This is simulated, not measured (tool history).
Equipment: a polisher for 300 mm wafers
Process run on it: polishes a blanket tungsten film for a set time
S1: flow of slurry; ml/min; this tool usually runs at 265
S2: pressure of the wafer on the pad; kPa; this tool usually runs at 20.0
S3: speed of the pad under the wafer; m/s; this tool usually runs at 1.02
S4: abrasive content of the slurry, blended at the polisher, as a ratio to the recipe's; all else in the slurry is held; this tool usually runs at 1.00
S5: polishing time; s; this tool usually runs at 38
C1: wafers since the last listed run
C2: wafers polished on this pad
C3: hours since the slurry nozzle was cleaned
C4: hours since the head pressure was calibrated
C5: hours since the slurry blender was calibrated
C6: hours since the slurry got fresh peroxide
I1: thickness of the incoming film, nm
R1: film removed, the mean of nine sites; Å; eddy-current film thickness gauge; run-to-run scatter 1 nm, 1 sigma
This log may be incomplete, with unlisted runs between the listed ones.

run 1 day=0.000 | S1=265 S2=20.0 S3=1.02 S4=1.00 S5=38 | C1=0 C2=1389 C3=179.9 C4=762.7 C5=35.8 C6=29.7 | I1=914.8 | R1=1167
-- day=0.346 worn pad replaced by a new one
run 2 day=2.450 | S1=305 S2=20.0 S3=1.14 S4=1.00 S5=38 | C1=595 C2=549 C3=238.7 C4=821.5 C5=94.6 C6=88.5 | I1=950.0 | R1=1292
run 3 day=4.196 | S1=305 S2=20.0 S3=1.14 S4=1.00 S5=38 | C1=455 C2=1004 C3=280.6 C4=863.4 C5=136.5 C6=130.4 | I1=941.3 | R1=1270
-- day=4.300 slurry tank refilled with fresh slurry and peroxide
run 4 day=5.904 | S1=305 S2=20.0 S3=1.14 S4=1.00 S5=38 | C1=434 C2=1439 C3=321.6 C4=904.4 C5=177.5 C6=38.5 | I1=943.0 | R1=1334
-- day=6.312 worn pad replaced by a new one
run 5 day=7.896 | S1=265 S2=20.0 S3=1.02 S4=0.80 S5=38 | C1=476 C2=413 C3=369.4 C4=952.2 C5=225.3 C6=86.3 | I1=927.9 | R1=1094
run 6 day=9.575 | S1=265 S2=20.0 S3=1.02 S4=0.80 S5=38 | C1=438 C2=851 C3=409.7 C4=992.5 C5=265.6 C6=126.6 | I1=932.3 | R1=1080
-- day=10.150 slurry tank refilled with fresh slurry and peroxide
run 7 day=10.825 | S1=265 S2=20.0 S3=1.02 S4=1.00 S5=38 | C1=315 C2=1166 C3=439.7 C4=1022.5 C5=295.6 C6=16.2 | I1=942.2 | R1=1174
-- day=11.642 slurry blender recalibrated
-- day=12.133 worn pad replaced by a new one
-- day=13.175 slurry nozzle cleaned
run 8 day=13.417 | S1=265 S2=20.0 S3=0.92 S4=0.75 S5=38 | C1=600 C2=323 C3=5.8 C4=1084.7 C5=42.6 C6=78.4 | I1=931.8 | R1=974
-- day=14.646 slurry tank refilled with fresh slurry and peroxide
run 9 day=15.942 | S1=230 S2=17.2 S3=0.76 S4=1.15 S5=38 | C1=648 C2=971 C3=66.4 C4=1145.3 C5=103.2 C6=31.1 | I1=939.1 | R1=772
-- day=17.412 worn pad replaced by a new one
-- day=17.571 head pressure recalibrated
run 10 day=18.642 | S1=265 S2=20.0 S3=1.02 S4=1.00 S5=38 | C1=639 C2=299 C3=131.2 C4=25.7 C5=168.0 C6=95.9 | I1=935.6 | R1=1145
-- day=19.521 slurry tank refilled with fresh slurry and peroxide
run 11 day=20.825 | S1=355 S2=20.0 S3=1.02 S4=1.00 S5=38 | C1=558 C2=858 C3=183.6 C4=78.1 C5=220.4 C6=31.3 | I1=929.6 | R1=1202
-- day=22.979 worn pad replaced by a new one
run 12 day=23.000 | S1=265 S2=16.5 S3=1.02 S4=1.00 S5=38 | C1=524 C2=5 C3=235.8 C4=130.3 C5=272.6 C6=83.5 | I1=914.5 | R1=967
-- day=24.342 slurry tank refilled with fresh slurry and peroxide
run 13 day=24.888 | S1=265 S2=20.0 S3=1.02 S4=1.00 S5=38 | C1=481 C2=486 C3=281.1 C4=175.6 C5=317.9 C6=13.1 | I1=932.7 | R1=1183
-- day=25.808 slurry blender recalibrated
run 14 day=26.075 | S1=265 S2=20.0 S3=1.02 S4=1.00 S5=38 | C1=288 C2=774 C3=309.6 C4=204.1 C5=6.4 C6=41.6 | I1=927.6 | R1=1163

Measured result minus the same run's result without the hidden state. Both carry the same run-to-run variation, though not necessarily the same gauge scatter:
Hidden state at play: removal rate lost through wear of the pad, %; slurry flow missing at the pad, %; deviation of the head's pressure from its setpoint, %; abrasive missing from the slurry, %; peroxide lost from the slurry, %.
run=1 R1=-14
run=2 R1=-41
run=3 R1=-60
run=4 R1=-17
run=5 R1=-31
run=6 R1=-46
run=7 R1=-12
run=8 R1=-29
run=9 R1=-9
run=10 R1=-40
run=11 R1=-14
run=12 R1=-27
run=13 R1=-6
run=14 R1=-17
